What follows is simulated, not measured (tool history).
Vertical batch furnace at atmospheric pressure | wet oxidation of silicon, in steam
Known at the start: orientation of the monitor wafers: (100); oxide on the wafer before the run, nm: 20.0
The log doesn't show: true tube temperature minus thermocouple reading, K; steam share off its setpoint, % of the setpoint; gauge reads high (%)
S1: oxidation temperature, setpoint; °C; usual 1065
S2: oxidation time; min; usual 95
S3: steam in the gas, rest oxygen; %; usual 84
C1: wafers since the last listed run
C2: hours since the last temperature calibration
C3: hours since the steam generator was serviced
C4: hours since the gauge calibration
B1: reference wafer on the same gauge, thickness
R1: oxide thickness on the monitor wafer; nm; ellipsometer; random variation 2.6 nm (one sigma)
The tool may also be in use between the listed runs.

| run | hour | S1 | S2 | S3 | C1 | C2 | C3 | C4 | B1 | R1 |
|---|---|---|---|---|---|---|---|---|---|---|
| 1 | 0 | 1065 | 95 | 79 | 0 | 4763.2 | 979.8 | 229 | 724.22 | 655.47 |
| 2 | 14.7 | 1065 | 95 | 79 | 137 | 4777.9 | 994.5 | 243.7 | 723.96 | 658.72 |
| 3 | 42.1 | 1065 | 95 | 79 | 256 | 4805.3 | 1021.9 | 271.1 | 726.07 | 656.82 |
| 4 | 56.2 | 1065 | 125.5 | 84 | 132 | 4819.4 | 1036 | 285.2 | 724.65 | 797.48 |
| 5 | 76 | 1065 | 125.5 | 84 | 185 | 4839.2 | 1055.8 | 305 | 724.66 | 797.77 |
| 6 | 92.5 | 1065 | 95 | 76 | 154 | 4855.7 | 1072.3 | 321.5 | 725.91 | 644.75 |
|  | 97.7 | gauge calibrated |
| 7 | 112.2 | 1065 | 95 | 84 | 184 | 4875.4 | 1092 | 14.5 | 725.12 | 680.73 |
| 8 | 124.4 | 1046 | 80 | 84 | 114 | 4887.6 | 1104.2 | 26.7 | 723.96 | 563.09 |
| 9 | 133.3 | 1065 | 95 | 91 | 83 | 4896.5 | 1113.1 | 35.6 | 725.74 | 712.43 |
| 10 | 152.2 | 1065 | 95 | 91 | 177 | 4915.4 | 1132 | 54.5 | 725.97 | 712 |
| 11 | 168.8 | 1065 | 95 | 84 | 155 | 4932 | 1148.6 | 71.1 | 724.56 | 677.57 |
| 12 | 176.1 | 1065 | 95 | 84 | 68 | 4939.3 | 1155.9 | 78.4 | 724.91 | 682.37 |
| 13 | 192.1 | 1065 | 95 | 84 | 149 | 4955.3 | 1171.9 | 94.4 | 724.8 | 679.37 |
| 14 | 201.8 | 1051 | 95 | 84 | 90 | 4965 | 1181.6 | 104.1 | 724.21 | 636.09 |
| 15 | 212.6 | 1065 | 79.5 | 84 | 101 | 4975.8 | 1192.4 | 114.9 | 724.2 | 611.66 |
| 16 | 225.3 | 1065 | 79.5 | 84 | 118 | 4988.5 | 1205.1 | 127.6 | 723.67 | 614.64 |
|  | 255.7 | thermocouples replaced and temperature profile calibrated |
| 17 | 256.2 | 1065 | 79.5 | 84 | 64 | 0.5 | 1236 | 158.5 | 724 | 611.66 |
| 18 | 260.9 | 1065 | 95 | 84 | 44 | 5.2 | 1240.7 | 163.2 | 725.28 | 680.97 |
| 19 | 265.7 | 1042 | 95 | 84 | 44 | 10 | 1245.5 | 168 | 726.07 | 607.85 |
|  | 300.5 | steam generator serviced |
| 20 | 301 | 1044 | 125 | 84 | 105 | 45.3 | 0.5 | 203.3 | 726.94 | 763.06 |
| 21 | 305.7 | 1065 | 71 | 94 | 44 | 50 | 5.2 | 208 | 724.85 | 637.15 |
| 22 | 310.4 | 1065 | 95 | 84 | 44 | 54.7 | 9.9 | 212.7 | 723.89 | 707.79 |
| 23 | 321.9 | 1077 | 72.5 | 87 | 107 | 66.2 | 21.4 | 224.2 | 724.58 | 657.14 |
| 24 | 337.5 | 1047 | 95 | 79 | 146 | 81.8 | 37 | 239.8 | 724.63 | 631.84 |
| 25 | 345 | 1065 | 95 | 84 | 70 | 89.3 | 44.5 | 247.3 | 724.42 | 703.95 |
| 26 | 362.5 | 1065 | 95 | 75 | 163 | 106.8 | 62 | 264.8 | 725.73 | 664.73 |
|  | 365.8 | gauge calibrated |
| 27 | 370 | 1052 | 107 | 75 | 70 | 114.3 | 69.5 | 4.2 | 725.62 | 670.16 |
| 28 | 383.2 | 1052 | 56 | 75 | 123 | 127.5 | 82.7 | 17.4 | 724.25 | 454.91 |
| 29 | 398.3 | 1051 | 95 | 84 | 141 | 142.6 | 97.8 | 32.5 | 724.97 | 662.45 |
| 30 | 411.2 | 1065 | 95 | 84 | 120 | 155.5 | 110.7 | 45.4 | 725.29 | 704.83 |
| 31 | 424.1 | 1065 | 120.5 | 84 | 120 | 168.4 | 123.6 | 58.3 | 725.18 | 807.58 |
| 32 | 465.2 | 1074 | 95 | 84 | 385 | 209.5 | 164.7 | 99.4 | 723.43 | 728.87 |
| 33 | 477.8 | 1065 | 95 | 84 | 118 | 222.1 | 177.3 | 112 | 724.47 | 701.54 |
| 34 | 486.6 | 1057 | 140.5 | 77 | 82 | 230.9 | 186.1 | 120.8 | 725.22 | 805.84 |
| 35 | 499.9 | 1065 | 95 | 74 | 124 | 244.2 | 199.4 | 134.1 | 725.62 | 653.3 |
| 36 | 512.6 | 1065 | 95 | 84 | 118 | 256.9 | 212.1 | 146.8 | 725.56 | 698.54 |
| 37 | 522.6 | 1065 | 49 | 74 | 93 | 266.9 | 222.1 | 156.8 | 726.16 | 439.08 |

Hidden state at the last listed run before each entry between runs and at the first one after, where it differs:
Between runs 6 and 7: gauge calibrated (hour 97.7)
  steam share off its setpoint, % of the setpoint: -8.61 -> -8.65
  measured less the result without the state, R1: -34.27 -> -36.13 nm
Between runs 16 and 17: thermocouples replaced and temperature profile calibrated (hour 255.7)
  steam share off its setpoint, % of the setpoint: -8.83 -> -8.87
  measured less the result without the state, R1: -33.7 -> -33.71 nm
Between runs 19 and 20: steam generator serviced (hour 300.5)
  steam share off its setpoint, % of the setpoint: -8.88 -> -1.19
  measured less the result without the state, R1: -34.52 -> -5.31 nm
Between runs 26 and 27: gauge calibrated (hour 365.8)
  steam share off its setpoint, % of the setpoint: -2.21 -> -2.33
  measured less the result without the state, R1: -8.61 -> -9.27 nm

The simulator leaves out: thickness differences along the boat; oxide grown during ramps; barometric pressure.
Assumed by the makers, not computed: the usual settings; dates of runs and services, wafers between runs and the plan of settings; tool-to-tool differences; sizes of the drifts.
